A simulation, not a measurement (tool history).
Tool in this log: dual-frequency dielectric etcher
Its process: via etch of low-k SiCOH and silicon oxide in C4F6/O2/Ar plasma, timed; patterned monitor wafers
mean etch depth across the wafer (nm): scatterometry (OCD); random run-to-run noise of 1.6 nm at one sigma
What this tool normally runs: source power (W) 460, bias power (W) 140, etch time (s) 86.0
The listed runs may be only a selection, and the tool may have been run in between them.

run	hour	source power (W)	bias power (W)	etch time (s)	wafers since the last listed run	hours since the last wet clean	hours since the last source power generator calibration	hours since the last bias power generator calibration	hours since the last upper electrode change	hours since the gauge calibration	read-back reference wafer on the same gauge, depth_nm	mean etch depth across the wafer (nm)
1	0.0	460	128	86.0	0	11.4	5214.2	4045.5	4029.3	238.8	195.1	230.6
2	19.5	460	128	86.0	109	30.9	5233.7	4065.0	4048.8	258.3	195.1	230.1
3	52.9	460	140	86.0	186	64.3	5267.1	4098.4	4082.2	291.7	194.9	232.7
4	78.5	460	140	86.0	143	89.9	5292.7	4124.0	4107.8	317.3	195.2	237.7
5	98.7	500	123	86.0	113	110.1	5312.9	4144.2	4128.0	337.5	194.8	234.2
6	126.4	500	123	86.0	155	137.8	5340.6	4171.9	4155.7	365.2	195.1	240.2
7	149.6	460	140	86.0	129	161.0	5363.8	4195.1	4178.9	388.4	194.6	234.2
8	172.5	460	140	86.0	128	183.9	5386.7	4218.0	4201.8	411.3	195.0	235.1
9	197.5	460	140	86.0	139	208.9	5411.7	4243.0	4226.8	436.3	195.0	232.7
# hour 206.2: source power generator calibrated
# hour 213.0: gauge calibrated
10	228.0	460	140	86.0	148	239.4	21.8	4273.5	4257.3	15.0	195.0	235.4
# hour 263.5: upper electrode replaced
11	264.0	460	150	86.0	67	275.4	57.8	4309.5	0.5	51.0	194.7	238.5
12	280.1	460	140	86.0	90	291.5	73.9	4325.6	16.6	67.1	195.2	237.0
# hour 298.6: bias power generator calibrated
# hour 305.7: wet clean of the chamber
13	306.2	460	117	72.0	84	0.5	100.0	7.6	42.7	93.2	195.2	190.2
14	335.6	490	165	95.5	164	29.9	129.4	37.0	72.1	122.6	195.0	282.6
15	366.8	410	128	100.5	174	61.1	160.6	68.2	103.3	153.8	194.8	257.3
16	401.0	420	166	86.0	191	95.3	194.8	102.4	137.5	188.0	195.0	237.5
17	419.9	460	119	78.0	105	114.2	213.7	121.3	156.4	206.9	195.1	205.1
18	446.3	460	112	95.0	147	140.6	240.1	147.7	182.8	233.3	195.0	248.8
19	473.0	460	140	86.0	149	167.3	266.8	174.4	209.5	260.0	194.9	237.4
20	500.1	570	111	86.0	151	194.4	293.9	201.5	236.6	287.1	195.2	247.9

Alternative continuations, all from the tool just after run 20; predict every row:
A	500.5	460	140	86.0	2	194.8	294.3	201.9	237.0	287.5	?	?
B	500.5	360	111	61.5	2	194.8	294.3	201.9	237.0	287.5	?	?
C	500.5	400	119	99.5	2	194.8	294.3	201.9	237.0	287.5	?	?
D	500.5	460	118	86.0	2	194.8	294.3	201.9	237.0	287.5	?	?
E	500.5	540	120	86.0	2	194.8	294.3	201.9	237.0	287.5	?	?

run	read-back reference wafer on the same gauge, depth_nm	mean etch depth across the wafer (nm)
A	194.7	234.5
B	194.7	142.2
C	194.7	245.1
D	194.7	224.6
E	194.7	241.6
What these runs would have given with no unlogged condition in the tool:
run	mean etch depth across the wafer (nm)
A	234.5
B	142.2
C	245.1
D	224.6
E	241.6
